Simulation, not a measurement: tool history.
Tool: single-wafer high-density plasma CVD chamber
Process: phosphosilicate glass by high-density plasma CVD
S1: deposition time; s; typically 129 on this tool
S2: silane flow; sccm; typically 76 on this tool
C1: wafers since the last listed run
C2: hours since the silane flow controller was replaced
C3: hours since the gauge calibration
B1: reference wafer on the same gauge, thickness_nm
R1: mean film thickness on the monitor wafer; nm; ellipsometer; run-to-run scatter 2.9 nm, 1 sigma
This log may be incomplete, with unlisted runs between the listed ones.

run 1 hour=0.0 | S1=129 S2=70 | C1=0 C2=4125.8 C3=1570.4 | B1=956.806 | R1=949.824
run 2 hour=298.3 | S1=129 S2=70 | C1=4860 C2=4424.1 C3=1868.7 | B1=957.221 | R1=949.872
run 3 hour=434.1 | S1=129 S2=70 | C1=2212 C2=4559.9 C3=2004.5 | B1=958.063 | R1=951.153
run 4 hour=536.9 | S1=129 S2=76 | C1=1675 C2=4662.7 C3=2107.3 | B1=957.181 | R1=986.981
run 5 hour=643.7 | S1=129 S2=76 | C1=1740 C2=4769.5 C3=2214.1 | B1=956.269 | R1=989.112
run 6 hour=741.6 | S1=109 S2=76 | C1=1595 C2=4867.4 C3=2312.0 | B1=956.480 | R1=838.649
run 7 hour=839.2 | S1=147 S2=88 | C1=1590 C2=4965.0 C3=2409.6 | B1=956.914 | R1=1216.365
run 8 hour=927.2 | S1=147 S2=88 | C1=1434 C2=5053.0 C3=2497.6 | B1=957.618 | R1=1218.333
run 9 hour=1011.5 | S1=147 S2=88 | C1=1373 C2=5137.3 C3=2581.9 | B1=956.485 | R1=1224.454
run 10 hour=1056.1 | S1=112 S2=76 | C1=726 C2=5181.9 C3=2626.5 | B1=957.021 | R1=866.739
-- hour=1240.5 gauge calibrated
run 11 hour=1306.3 | S1=112 S2=76 | C1=4077 C2=5432.1 C3=65.8 | B1=956.789 | R1=865.743
run 12 hour=1353.3 | S1=112 S2=76 | C1=765 C2=5479.1 C3=112.8 | B1=956.695 | R1=869.608
run 13 hour=1446.5 | S1=129 S2=87 | C1=1518 C2=5572.3 C3=206.0 | B1=957.198 | R1=1072.522
-- hour=1464.2 silane flow controller replaced
run 14 hour=1518.3 | S1=142 S2=85 | C1=1039 C2=54.1 C3=277.8 | B1=956.583 | R1=1172.052
run 15 hour=1563.2 | S1=110 S2=81 | C1=731 C2=99.0 C3=322.7 | B1=956.985 | R1=888.487
run 16 hour=1604.4 | S1=105 S2=81 | C1=671 C2=140.2 C3=363.9 | B1=957.436 | R1=848.285
run 17 hour=1685.5 | S1=154 S2=76 | C1=1321 C2=221.3 C3=445.0 | B1=957.793 | R1=1197.148
run 18 hour=1742.9 | S1=106 S2=84 | C1=935 C2=278.7 C3=502.4 | B1=957.724 | R1=874.231
-- hour=1771.1 silane flow controller replaced, repeated, since the last time left the tool worse
run 19 hour=1843.5 | S1=129 S2=81 | C1=1508 C2=72.4 C3=603.0 | B1=957.155 | R1=1005.599
run 20 hour=1902.4 | S1=149 S2=65 | C1=959 C2=131.3 C3=661.9 | B1=956.750 | R1=1046.353
run 21 hour=1965.9 | S1=144 S2=72 | C1=1034 C2=194.8 C3=725.4 | B1=957.420 | R1=1057.611
run 22 hour=2023.4 | S1=144 S2=72 | C1=936 C2=252.3 C3=782.9 | B1=957.363 | R1=1063.612
run 23 hour=2084.3 | S1=113 S2=70 | C1=992 C2=313.2 C3=843.8 | B1=957.413 | R1=822.649
run 24 hour=2161.6 | S1=121 S2=76 | C1=1259 C2=390.5 C3=921.1 | B1=957.109 | R1=910.135
run 25 hour=2262.6 | S1=110 S2=81 | C1=1645 C2=491.5 C3=1022.1 | B1=957.540 | R1=858.281
run 26 hour=2349.0 | S1=138 S2=91 | C1=1407 C2=577.9 C3=1108.5 | B1=957.056 | R1=1149.725
run 27 hour=2452.0 | S1=129 S2=76 | C1=1678 C2=680.9 C3=1211.5 | B1=956.672 | R1=972.623

3 ways to go on from here, each from the tool as it stands after run 27. What would each give?
run A hour=2452.4 | S1=144 S2=76 | C1=6 C2=681.3 C3=1211.9 | B1=? | R1=?
run B hour=2452.4 | S1=153 S2=76 | C1=6 C2=681.3 C3=1211.9 | B1=? | R1=?
run C hour=2452.4 | S1=107 S2=76 | C1=6 C2=681.3 C3=1211.9 | B1=? | R1=?

run=A B1=957.439 R1=1087.563
run=B B1=957.439 R1=1155.536
run=C B1=957.439 R1=808.120
Had the tool no hidden state, the same runs would have come out as:
run=A R1=1085.378
run=B R1=1153.214
run=C R1=806.496
